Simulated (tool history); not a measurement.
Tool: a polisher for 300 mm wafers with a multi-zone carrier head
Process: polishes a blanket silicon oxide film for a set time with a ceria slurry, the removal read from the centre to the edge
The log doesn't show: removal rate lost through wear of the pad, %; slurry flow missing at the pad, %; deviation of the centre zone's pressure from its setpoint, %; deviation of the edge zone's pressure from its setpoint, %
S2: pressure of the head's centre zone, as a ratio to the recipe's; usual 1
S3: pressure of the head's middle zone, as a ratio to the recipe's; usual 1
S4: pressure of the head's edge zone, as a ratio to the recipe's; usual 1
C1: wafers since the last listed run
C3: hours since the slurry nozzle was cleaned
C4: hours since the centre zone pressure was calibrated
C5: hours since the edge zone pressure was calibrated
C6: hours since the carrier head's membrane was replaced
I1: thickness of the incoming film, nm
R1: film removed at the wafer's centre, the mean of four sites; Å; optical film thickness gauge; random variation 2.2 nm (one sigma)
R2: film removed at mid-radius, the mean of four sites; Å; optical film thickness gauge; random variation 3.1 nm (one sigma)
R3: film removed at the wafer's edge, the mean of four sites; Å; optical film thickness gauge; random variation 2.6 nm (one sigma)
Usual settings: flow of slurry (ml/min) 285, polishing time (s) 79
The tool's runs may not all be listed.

{"run": 1, "hour": 0.0, "flow of slurry (ml/min)": 220, "S2": 1, "S3": 1, "S4": 1, "polishing time (s)": 79, "C1": 0, "wafers polished on this pad": 712, "C3": 347.7, "C4": 659.5, "C5": 1236.9, "C6": 1338.7, "I1": 1039.1, "R1": 1648, "R2": 1893, "R3": 1957}
{"run": 2, "hour": 34.4, "flow of slurry (ml/min)": 220, "S2": 1, "S3": 1, "S4": 1, "polishing time (s)": 79, "C1": 260, "wafers polished on this pad": 973, "C3": 382.1, "C4": 693.9, "C5": 1271.3, "C6": 1373.1, "I1": 1042, "R1": 1606, "R2": 1897, "R3": 1929}
{"run": 3, "hour": 61.6, "flow of slurry (ml/min)": 285, "S2": 1, "S3": 1, "S4": 1, "polishing time (s)": 79, "C1": 206, "wafers polished on this pad": 1179, "C3": 409.3, "C4": 721.1, "C5": 1298.5, "C6": 1400.3, "I1": 1024.8, "R1": 1742, "R2": 1966, "R3": 2040}
{"hour": 70.6, "done": "worn pad replaced by a new one"}
{"run": 4, "hour": 85.0, "flow of slurry (ml/min)": 285, "S2": 0.94, "S3": 1, "S4": 1, "polishing time (s)": 79, "C1": 146, "wafers polished on this pad": 108, "C3": 432.7, "C4": 744.5, "C5": 1321.9, "C6": 1423.7, "I1": 1045.4, "R1": 1651, "R2": 1953, "R3": 1982}
{"run": 5, "hour": 103.7, "flow of slurry (ml/min)": 285, "S2": 0.94, "S3": 1, "S4": 1, "polishing time (s)": 79, "C1": 141, "wafers polished on this pad": 250, "C3": 451.4, "C4": 763.2, "C5": 1340.6, "C6": 1442.4, "I1": 1042.1, "R1": 1568, "R2": 1985, "R3": 1998}
{"run": 6, "hour": 121.1, "flow of slurry (ml/min)": 285, "S2": 1, "S3": 1, "S4": 1, "polishing time (s)": 79, "C1": 131, "wafers polished on this pad": 382, "C3": 468.8, "C4": 780.6, "C5": 1358, "C6": 1459.8, "I1": 1044.5, "R1": 1727, "R2": 1967, "R3": 1996}
{"run": 7, "hour": 150.6, "flow of slurry (ml/min)": 345, "S2": 1, "S3": 0.96, "S4": 0.94, "polishing time (s)": 79, "C1": 223, "wafers polished on this pad": 605, "C3": 498.3, "C4": 810.1, "C5": 1387.5, "C6": 1489.3, "I1": 1021.7, "R1": 1749, "R2": 1985, "R3": 2005}
{"run": 8, "hour": 163.0, "flow of slurry (ml/min)": 240, "S2": 1, "S3": 0.94, "S4": 1.08, "polishing time (s)": 63, "C1": 93, "wafers polished on this pad": 699, "C3": 510.7, "C4": 822.5, "C5": 1399.9, "C6": 1501.7, "I1": 1033.2, "R1": 1273, "R2": 1420, "R3": 1609}
{"run": 9, "hour": 177.0, "flow of slurry (ml/min)": 285, "S2": 0.9, "S3": 1, "S4": 1, "polishing time (s)": 51, "C1": 106, "wafers polished on this pad": 805, "C3": 524.7, "C4": 836.5, "C5": 1413.9, "C6": 1515.7, "I1": 1050.4, "R1": 999, "R2": 1267, "R3": 1268}
{"run": 10, "hour": 201.9, "flow of slurry (ml/min)": 285, "S2": 1, "S3": 1.1, "S4": 0.91, "polishing time (s)": 79, "C1": 188, "wafers polished on this pad": 994, "C3": 549.6, "C4": 861.4, "C5": 1438.8, "C6": 1540.6, "I1": 1034, "R1": 1712, "R2": 2111, "R3": 1884}
{"hour": 206.4, "done": "edge zone pressure recalibrated"}
{"run": 11, "hour": 237.1, "flow of slurry (ml/min)": 285, "S2": 1, "S3": 1, "S4": 1.04, "polishing time (s)": 54, "C1": 251, "wafers polished on this pad": 1245, "C3": 584.8, "C4": 896.6, "C5": 30.7, "C6": 1575.8, "I1": 1033.7, "R1": 1158, "R2": 1348, "R3": 1379}
{"hour": 243.0, "done": "worn pad replaced by a new one"}
{"run": 12, "hour": 249.3, "flow of slurry (ml/min)": 285, "S2": 1, "S3": 0.93, "S4": 0.89, "polishing time (s)": 79, "C1": 62, "wafers polished on this pad": 47, "C3": 597, "C4": 908.8, "C5": 42.9, "C6": 1588, "I1": 1046.2, "R1": 1708, "R2": 1824, "R3": 1911}
{"hour": 256.7, "done": "slurry nozzle cleaned"}
{"run": 13, "hour": 261.6, "flow of slurry (ml/min)": 285, "S2": 1.03, "S3": 1, "S4": 0.89, "polishing time (s)": 79, "C1": 85, "wafers polished on this pad": 133, "C3": 4.9, "C4": 921.1, "C5": 55.2, "C6": 1600.3, "I1": 1043.7, "R1": 1948, "R2": 2147, "R3": 2034}
{"run": 14, "hour": 294.0, "flow of slurry (ml/min)": 190, "S2": 1, "S3": 1.09, "S4": 1, "polishing time (s)": 68, "C1": 245, "wafers polished on this pad": 378, "C3": 37.3, "C4": 953.5, "C5": 87.6, "C6": 1632.7, "I1": 1031.6, "R1": 1495, "R2": 1907, "R3": 1771}
{"hour": 309.4, "done": "carrier head's membrane replaced by a new one"}
{"run": 15, "hour": 325.9, "flow of slurry (ml/min)": 285, "S2": 1, "S3": 1, "S4": 1, "polishing time (s)": 79, "C1": 203, "wafers polished on this pad": 582, "C3": 69.2, "C4": 985.4, "C5": 119.5, "C6": 16.5, "I1": 1025.6, "R1": 1852, "R2": 2120, "R3": 2138}
{"run": 16, "hour": 341.0, "flow of slurry (ml/min)": 200, "S2": 1, "S3": 1, "S4": 1, "polishing time (s)": 79, "C1": 114, "wafers polished on this pad": 696, "C3": 84.3, "C4": 1000.5, "C5": 134.6, "C6": 31.6, "I1": 1037.1, "R1": 1744, "R2": 1983, "R3": 2060}
{"hour": 356.5, "done": "centre zone pressure recalibrated"}
{"run": 17, "hour": 363.2, "flow of slurry (ml/min)": 285, "S2": 1, "S3": 1, "S4": 1, "polishing time (s)": 79, "C1": 152, "wafers polished on this pad": 849, "C3": 106.5, "C4": 6.7, "C5": 156.8, "C6": 53.8, "I1": 1038.7, "R1": 2081, "R2": 2100, "R3": 2150}
{"hour": 397.4, "done": "worn pad replaced by a new one"}
{"run": 18, "hour": 399.1, "flow of slurry (ml/min)": 285, "S2": 1, "S3": 1, "S4": 1, "polishing time (s)": 79, "C1": 241, "wafers polished on this pad": 12, "C3": 142.4, "C4": 42.6, "C5": 192.7, "C6": 89.7, "I1": 1043.3, "R1": 2065, "R2": 2120, "R3": 2126}
{"run": 19, "hour": 431.8, "flow of slurry (ml/min)": 185, "S2": 1, "S3": 1, "S4": 0.91, "polishing time (s)": 79, "C1": 247, "wafers polished on this pad": 260, "C3": 175.1, "C4": 75.3, "C5": 225.4, "C6": 122.4, "I1": 1022.4, "R1": 1847, "R2": 1929, "R3": 1869}
{"run": 20, "hour": 454.1, "flow of slurry (ml/min)": 285, "S2": 1, "S3": 0.89, "S4": 1, "polishing time (s)": 79, "C1": 168, "wafers polished on this pad": 429, "C3": 197.4, "C4": 97.6, "C5": 247.7, "C6": 144.7, "I1": 1044.7, "R1": 1987, "R2": 1940, "R3": 2118}
{"run": 21, "hour": 474.9, "flow of slurry (ml/min)": 185, "S2": 1, "S3": 1, "S4": 0.91, "polishing time (s)": 79, "C1": 157, "wafers polished on this pad": 586, "C3": 218.2, "C4": 118.4, "C5": 268.5, "C6": 165.5, "I1": 1048.3, "R1": 1803, "R2": 1932, "R3": 1827}
{"hour": 553.1, "done": "worn pad replaced by a new one"}
{"run": 22, "hour": 558.8, "flow of slurry (ml/min)": 285, "S2": 1, "S3": 1, "S4": 1, "polishing time (s)": 61, "C1": 605, "wafers polished on this pad": 43, "C3": 302.1, "C4": 202.3, "C5": 352.4, "C6": 249.4, "I1": 1022.4, "R1": 1458, "R2": 1583, "R3": 1604}
{"run": 23, "hour": 575.7, "flow of slurry (ml/min)": 345, "S2": 0.96, "S3": 1, "S4": 1.12, "polishing time (s)": 92, "C1": 127, "wafers polished on this pad": 171, "C3": 319, "C4": 219.2, "C5": 369.3, "C6": 266.3, "I1": 1017.4, "R1": 2173, "R2": 2445, "R3": 2601}

Measured less the same run without the tool's hidden state. The same run-to-run variation is in both; the gauge's scatter may not be:
run=1 R1=-473 R2=-233 R3=-171
run=2 R1=-480 R2=-248 R3=-179
run=3 R1=-455 R2=-199 R3=-151
run=4 R1=-442 R2=-204 R3=-151
run=5 R1=-425 R2=-212 R3=-156
run=6 R1=-474 R2=-214 R3=-158
run=7 R1=-439 R2=-180 R3=-136
run=8 R1=-400 R2=-196 R3=-158
run=9 R1=-286 R2=-146 R3=-106
run=10 R1=-494 R2=-248 R3=-161
run=11 R1=-339 R2=-162 R3=-120
run=12 R1=-503 R2=-221 R3=-168
run=13 R1=-291 R2=-16 R3=-13
run=14 R1=-258 R2=-48 R3=-33
run=15 R1=-316 R2=-49 R3=-38
run=16 R1=-337 R2=-80 R3=-60
run=17 R1=-81 R2=-69 R3=-53
run=18 R1=-130 R2=-87 R3=-65
run=19 R1=-222 R2=-150 R3=-103
run=20 R1=-192 R2=-103 R3=-83
run=21 R1=-275 R2=-179 R3=-119
run=22 R1=-221 R2=-115 R3=-85
run=23 R1=-309 R2=-149 R3=-119
